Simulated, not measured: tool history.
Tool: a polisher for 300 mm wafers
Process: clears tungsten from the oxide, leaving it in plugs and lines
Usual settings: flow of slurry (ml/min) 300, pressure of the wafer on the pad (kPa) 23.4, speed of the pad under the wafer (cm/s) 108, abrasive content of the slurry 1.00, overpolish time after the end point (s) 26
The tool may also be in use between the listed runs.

run,day,flow of slurry (ml/min),pressure of the wafer on the pad (kPa),speed of the pad under the wafer (cm/s),abrasive content of the slurry,overpolish time after the end point (s),"incoming thickness of the incoming film, nm",time until the end point was called (s)
1,0.000,300,23.4,108,1.00,26,310.2,85.6
2,0.567,300,23.4,108,1.10,26,313.6,84.8
3,1.462,300,23.4,108,1.00,26,313.7,87.7
4,2.325,300,23.4,108,1.00,26,312.3,88.2
5,3.808,300,23.4,130,0.90,26,310.1,75.5
6,5.167,300,23.4,108,1.00,41,309.4,90.7
# day 6.012: slurry tank refilled with fresh slurry and peroxide
7,6.488,260,15.9,108,1.10,38,312.3,134.8
# day 7.004: worn pad replaced by a new one
8,7.758,300,23.4,108,1.00,26,307.2,87.6
9,8.392,300,23.4,108,1.00,26,310.2,90.6
# day 9.125: slurry nozzle cleaned
10,9.521,300,23.4,108,1.00,26,311.8,91.3
11,10.238,300,31.0,108,1.00,17,307.9,66.4
12,11.562,300,17.2,86,0.85,40,313.5,159.9
13,13.029,300,23.4,108,1.00,26,306.1,91.4

Forecast run 14:
14,13.754,300,31.0,94,1.30,31,310.7,?

{"run 14": {"time until the end point was called (s)": 73.6}}
Without the tool's hidden state the same run would have given time until the end point was called (s) 64.9.

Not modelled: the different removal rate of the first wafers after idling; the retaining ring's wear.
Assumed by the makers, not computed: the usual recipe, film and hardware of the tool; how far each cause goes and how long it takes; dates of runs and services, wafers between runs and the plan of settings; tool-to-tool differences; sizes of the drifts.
